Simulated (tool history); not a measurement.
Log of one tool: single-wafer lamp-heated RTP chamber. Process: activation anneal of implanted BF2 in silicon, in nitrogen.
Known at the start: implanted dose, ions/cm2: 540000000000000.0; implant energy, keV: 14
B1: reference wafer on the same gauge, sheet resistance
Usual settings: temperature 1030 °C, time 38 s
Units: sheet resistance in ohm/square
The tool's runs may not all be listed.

{"run": 1, "day": 0.0, "temperature": 1045, "time": 25, "B1": 210.11, "sheet resistance": 239.54}
{"run": 2, "day": 1.421, "temperature": 1030, "time": 51, "B1": 209.83, "sheet resistance": 236.06}
{"run": 3, "day": 2.375, "temperature": 1030, "time": 53, "B1": 209.16, "sheet resistance": 233.92}
{"run": 4, "day": 3.371, "temperature": 1020, "time": 38, "B1": 208.71, "sheet resistance": 248.24}
{"run": 5, "day": 4.25, "temperature": 1020, "time": 38, "B1": 208.68, "sheet resistance": 250.29}
{"day": 4.712, "done": "gauge calibrated"}
{"run": 6, "day": 5.325, "temperature": 1030, "time": 38, "B1": 213.94, "sheet resistance": 247.18}
{"run": 7, "day": 6.054, "temperature": 1030, "time": 38, "B1": 214.43, "sheet resistance": 248.48}
{"run": 8, "day": 7.204, "temperature": 1030, "time": 38, "B1": 213.95, "sheet resistance": 248.84}
{"run": 9, "day": 11.321, "temperature": 1030, "time": 38, "B1": 214, "sheet resistance": 247}
{"day": 11.792, "done": "pyrometer window cleaned and pyrometer calibrated"}
{"run": 10, "day": 11.904, "temperature": 1030, "time": 38, "B1": 213.27, "sheet resistance": 247.71}
{"run": 11, "day": 13.517, "temperature": 1039, "time": 33, "B1": 212.85, "sheet resistance": 241.02}
{"run": 12, "day": 14.179, "temperature": 1017, "time": 50, "B1": 213.1, "sheet resistance": 251.51}
{"run": 13, "day": 15.271, "temperature": 1017, "time": 50, "B1": 213.28, "sheet resistance": 249.81}
{"run": 14, "day": 16.738, "temperature": 1055, "time": 15, "B1": 212.43, "sheet resistance": 246.63}
{"run": 15, "day": 19.2, "temperature": 1030, "time": 20, "B1": 211.99, "sheet resistance": 256.92}
{"run": 16, "day": 20.442, "temperature": 1044, "time": 38, "B1": 211.3, "sheet resistance": 234.99}
{"day": 20.783, "done": "reflector plate cleaned"}
{"run": 17, "day": 21.083, "temperature": 1059, "time": 18, "B1": 210.99, "sheet resistance": 241.43}
{"run": 18, "day": 22.425, "temperature": 1045, "time": 20, "B1": 210.64, "sheet resistance": 244.54}
{"day": 22.558, "done": "gauge calibrated"}
{"day": 23.733, "done": "pyrometer window cleaned and pyrometer calibrated"}
{"run": 19, "day": 23.754, "temperature": 1030, "time": 38, "B1": 213.84, "sheet resistance": 247.33}
{"run": 20, "day": 25.046, "temperature": 1003, "time": 61, "B1": 213.98, "sheet resistance": 256.75}
{"run": 21, "day": 26.392, "temperature": 1030, "time": 26, "B1": 213.53, "sheet resistance": 255.64}
{"run": 22, "day": 27.375, "temperature": 1020, "time": 38, "B1": 214, "sheet resistance": 255.26}
{"run": 23, "day": 28.279, "temperature": 1030, "time": 48, "B1": 213.41, "sheet resistance": 242.45}

3 ways to go on from here, each from the tool as it stands after run 23. What would each give?
{"run": "A", "day": 28.296, "temperature": 1030, "time": 38, "B1": "?", "sheet resistance": "?"}
{"run": "B", "day": 28.296, "temperature": 1041, "time": 30, "B1": "?", "sheet resistance": "?"}
{"run": "C", "day": 28.296, "temperature": 1014, "time": 16, "B1": "?", "sheet resistance": "?"}

run=A B1=213.67 sheet_resistance=247.45
run=B B1=213.67 sheet_resistance=244.08
run=C B1=213.67 sheet_resistance=277.11
Without the tool's hidden state the same runs would have given:
run=A sheet_resistance=247.68
run=B sheet_resistance=244.31
run=C sheet_resistance=277.37
